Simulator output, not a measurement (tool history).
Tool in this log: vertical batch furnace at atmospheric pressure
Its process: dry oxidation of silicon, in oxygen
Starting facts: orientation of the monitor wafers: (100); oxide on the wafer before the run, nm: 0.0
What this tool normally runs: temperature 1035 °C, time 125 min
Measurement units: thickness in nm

run   hour  temperature  time  wafers since the last listed run  hours since the last temperature calibration  hours since the boat lift was adjusted  hours since the gauge calibration  read-back reference wafer on the same gauge, thickness  thickness
  1      0         1035   125                                 0                                         938.6                                  1189.5                              422.6                                                   129.3     121.04
  2   32.8         1029    87                               354                                         971.4                                  1222.3                              455.4                                                  129.04         90
  3   91.9         1029    87                               637                                        1030.5                                  1281.4                              514.5                                                  128.83       90.3
     152.8  -- gauge calibrated
  4  154.4         1035   125                               674                                          1093                                  1343.9                                1.6                                                   131.3     123.54
  5    358         1035   125                              2197                                        1296.6                                  1547.5                              205.2                                                  130.26     122.41
  6  424.9         1035   125                               722                                        1363.5                                  1614.4                              272.1                                                  129.99     122.14
  7  494.5         1043   125                               751                                        1433.1                                    1684                              341.7                                                  129.69     130.07
     541.1  -- thermocouples replaced and temperature profile calibrated
  8    544         1043   125                               275                                           2.9                                  1733.5                              391.2                                                  129.51     129.84
     732.5  -- gauge calibrated
     738.7  -- boat lift adjusted
  9  747.5         1022  66.5                              1937                                         206.4                                     8.8                                 15                                                  130.87      72.16
 10  796.5         1035   125                               528                                         255.4                                    57.8                                 64                                                  130.54     122.75
 11  854.8         1026   174                               629                                         313.7                                   116.1                              122.3                                                  130.26      141.4
 12  902.1         1053   125                               510                                           361                                   163.4                              169.6                                                  130.01     141.31
 13  933.1         1052    74                               334                                           392                                   194.4                              200.6                                                  130.05      99.61
 14  996.8         1045   176                               687                                         455.7                                   258.1                              264.3                                                  129.65     166.07

Branching from run 14: 5 alternative next runs. What would each branch give?
  A  1002.8         1035   147                                64                                         461.7                                   264.1                              270.3                                                       ?          ?
  B  1002.8         1020   125                                64                                         461.7                                   264.1                              270.3                                                       ?          ?
  C  1002.8         1043  78.5                                64                                         461.7                                   264.1                              270.3                                                       ?          ?
  D  1002.8         1042   187                                64                                         461.7                                   264.1                              270.3                                                       ?          ?
  E  1002.8         1022   163                                64                                         461.7                                   264.1                              270.3                                                       ?          ?

run  read-back reference wafer on the same gauge, thickness  thickness
  A                                                  129.73      135.7
  B                                                  129.73     107.02
  C                                                  129.73      95.87
  D                                                  129.73     168.12
  E                                                  129.73     130.28
The same runs, with their run-to-run variation unchanged, on a tool lacking any hidden condition would have given:
run  thickness
  A     137.13
  B     108.16
  C      96.89
  D      169.9
  E     131.65
